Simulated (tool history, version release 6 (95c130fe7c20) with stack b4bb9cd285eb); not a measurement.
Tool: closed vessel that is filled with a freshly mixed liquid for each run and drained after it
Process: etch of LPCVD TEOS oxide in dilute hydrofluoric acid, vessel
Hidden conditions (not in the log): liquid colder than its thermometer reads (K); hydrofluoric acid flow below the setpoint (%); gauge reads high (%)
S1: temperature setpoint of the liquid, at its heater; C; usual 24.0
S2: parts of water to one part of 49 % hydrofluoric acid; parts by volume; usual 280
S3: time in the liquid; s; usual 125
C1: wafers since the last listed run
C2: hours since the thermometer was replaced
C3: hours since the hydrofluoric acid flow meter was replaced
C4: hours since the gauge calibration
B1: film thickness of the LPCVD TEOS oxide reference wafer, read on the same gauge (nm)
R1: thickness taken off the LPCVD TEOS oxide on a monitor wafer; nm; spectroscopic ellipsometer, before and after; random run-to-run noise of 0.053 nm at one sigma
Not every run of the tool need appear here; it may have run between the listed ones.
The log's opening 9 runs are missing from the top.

run 10 hour=138.8 | S1=24.0 S2=280 S3=125 | C1=1674 C2=1695.7 C3=1371.3 C4=342.2 | B1=79.99 | R1=9.11
run 11 hour=145.0 | S1=24.0 S2=280 S3=125 | C1=648 C2=1701.9 C3=1377.5 C4=348.4 | B1=80.02 | R1=9.24
-- hour=156.3 hydrofluoric acid flow meter replaced
run 12 hour=159.2 | S1=24.0 S2=280 S3=125 | C1=1381 C2=1716.1 C3=2.9 C4=362.6 | B1=80.00 | R1=9.21
-- hour=192.2 gauge calibrated
run 13 hour=206.1 | S1=25.5 S2=280 S3=125 | C1=4909 C2=1763.0 C3=49.8 C4=13.9 | B1=80.00 | R1=9.75
-- hour=218.2 thermometer replaced
run 14 hour=218.5 | S1=28.5 S2=185 S3=125 | C1=1193 C2=0.3 C3=62.2 C4=26.3 | B1=80.00 | R1=19.38
run 15 hour=228.2 | S1=25.5 S2=280 S3=125 | C1=1015 C2=10.0 C3=71.9 C4=36.0 | B1=80.00 | R1=10.44
run 16 hour=237.9 | S1=24.0 S2=280 S3=125 | C1=1015 C2=19.7 C3=81.6 C4=45.7 | B1=80.01 | R1=9.92
run 17 hour=250.3 | S1=22.0 S2=230 S3=75 | C1=1297 C2=32.1 C3=94.0 C4=58.1 | B1=80.02 | R1=7.03
run 18 hour=260.9 | S1=24.0 S2=280 S3=125 | C1=1109 C2=42.7 C3=104.6 C4=68.7 | B1=79.98 | R1=9.88
run 19 hour=279.7 | S1=24.0 S2=280 S3=75 | C1=1967 C2=61.5 C3=123.4 C4=87.5 | B1=79.99 | R1=5.93
run 20 hour=295.9 | S1=27.5 S2=210 S3=200 | C1=1695 C2=77.7 C3=139.6 C4=103.7 | B1=80.00 | R1=25.74
run 21 hour=312.5 | S1=26.5 S2=395 S3=125 | C1=1737 C2=94.3 C3=156.2 C4=120.3 | B1=80.01 | R1=6.80
run 22 hour=325.2 | S1=24.0 S2=390 S3=125 | C1=1329 C2=107.0 C3=168.9 C4=133.0 | B1=80.00 | R1=6.40
run 23 hour=332.5 | S1=19.5 S2=160 S3=155 | C1=764 C2=114.3 C3=176.2 C4=140.3 | B1=80.01 | R1=20.56
run 24 hour=344.8 | S1=24.0 S2=280 S3=190 | C1=1287 C2=126.6 C3=188.5 C4=152.6 | B1=80.01 | R1=15.01
run 25 hour=354.6 | S1=24.0 S2=280 S3=125 | C1=1025 C2=136.4 C3=198.3 C4=162.4 | B1=80.00 | R1=9.87
run 26 hour=369.7 | S1=22.5 S2=375 S3=200 | C1=1580 C2=151.5 C3=213.4 C4=177.5 | B1=80.00 | R1=10.14
run 27 hour=379.8 | S1=27.0 S2=375 S3=125 | C1=1057 C2=161.6 C3=223.5 C4=187.6 | B1=80.00 | R1=7.46
run 28 hour=394.3 | S1=22.5 S2=280 S3=180 | C1=1517 C2=176.1 C3=238.0 C4=202.1 | B1=80.00 | R1=13.41
run 29 hour=406.7 | S1=24.0 S2=280 S3=125 | C1=1297 C2=188.5 C3=250.4 C4=214.5 | B1=79.99 | R1=9.87
run 30 hour=413.8 | S1=24.0 S2=240 S3=105 | C1=743 C2=195.6 C3=257.5 C4=221.6 | B1=80.00 | R1=10.02
run 31 hour=431.2 | S1=19.5 S2=280 S3=125 | C1=1821 C2=213.0 C3=274.9 C4=239.0 | B1=79.99 | R1=8.46
run 32 hour=457.2 | S1=24.0 S2=170 S3=200 | C1=2721 C2=239.0 C3=300.9 C4=265.0 | B1=80.01 | R1=29.03
run 33 hour=466.8 | S1=28.0 S2=170 S3=125 | C1=1004 C2=248.6 C3=310.5 C4=274.6 | B1=80.01 | R1=21.00
run 34 hour=484.2 | S1=22.5 S2=330 S3=105 | C1=1821 C2=266.0 C3=327.9 C4=292.0 | B1=80.00 | R1=6.35

Here are 3 independent what-if runs from the current tool condition. What would each one return?
run A hour=484.9 | S1=24.0 S2=280 S3=125 | C1=73 C2=266.7 C3=328.6 C4=292.7 | B1=? | R1=?
run B hour=484.9 | S1=24.0 S2=230 S3=85 | C1=73 C2=266.7 C3=328.6 C4=292.7 | B1=? | R1=?
run C hour=484.9 | S1=24.0 S2=280 S3=195 | C1=73 C2=266.7 C3=328.6 C4=292.7 | B1=? | R1=?

run=A B1=80.00 R1=9.81
run=B B1=80.00 R1=8.54
run=C B1=80.00 R1=15.30
What these runs would have given with no unlogged condition in the tool:
run=A R1=9.94
run=B R1=8.66
run=C R1=15.50
